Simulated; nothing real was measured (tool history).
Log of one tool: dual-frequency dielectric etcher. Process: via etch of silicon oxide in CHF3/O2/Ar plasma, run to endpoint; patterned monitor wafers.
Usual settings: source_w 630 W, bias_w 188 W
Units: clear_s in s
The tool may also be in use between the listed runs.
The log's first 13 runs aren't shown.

run   hour  source_w  bias_w  incoming incoming film thickness, nm  clear_s
     144.4  -- bias power generator calibrated
 14  154.8       710     208                                 398.6    177.4
 15  165.3       710     208                                 400.6    178.1
 16  199.5       630     188                                 399.9      192
       216  -- source power generator calibrated
     224.1  -- upper electrode replaced
 17  224.6       630     188                                 402.2    192.5
 18    225       670     218                                   404    178.1
 19  230.8       780     232                                   397    162.1
 20  245.3       720     162                                 399.3    187.2
     271.9  -- wet clean of the chamber
 21  272.4       520     231                                 400.2    201.7
 22  272.8       630     174                                 402.4      206
 23  277.9       630     153                                 398.4    211.5
 24  284.4       630     230                                 399.9    186.8
 25  290.7       790     220                                 403.7    176.1
 26  307.5       520     231                                 400.8    200.7
 27  321.6       630     213                                 397.6    190.2
 28  336.8       560     155                                 398.4    217.5
 29  349.6       760     144                                 401.4    199.6
 30  362.8       750     229                                   399    173.7
 31    377       510     156                                 398.1    226.7

Forecast each of these 3 alternatives for the next run:
  A  377.5       630     188                                 402.8        ?
  B  377.5       500     167                                 402.8        ?
  C  377.5       470     188                                 402.8        ?

run  clear_s
  A    200.4
  B    227.6
  C    224.7
Without the tool's hidden state the same runs would have given:
run  clear_s
  A    201.4
  B    228.7
  C    225.8

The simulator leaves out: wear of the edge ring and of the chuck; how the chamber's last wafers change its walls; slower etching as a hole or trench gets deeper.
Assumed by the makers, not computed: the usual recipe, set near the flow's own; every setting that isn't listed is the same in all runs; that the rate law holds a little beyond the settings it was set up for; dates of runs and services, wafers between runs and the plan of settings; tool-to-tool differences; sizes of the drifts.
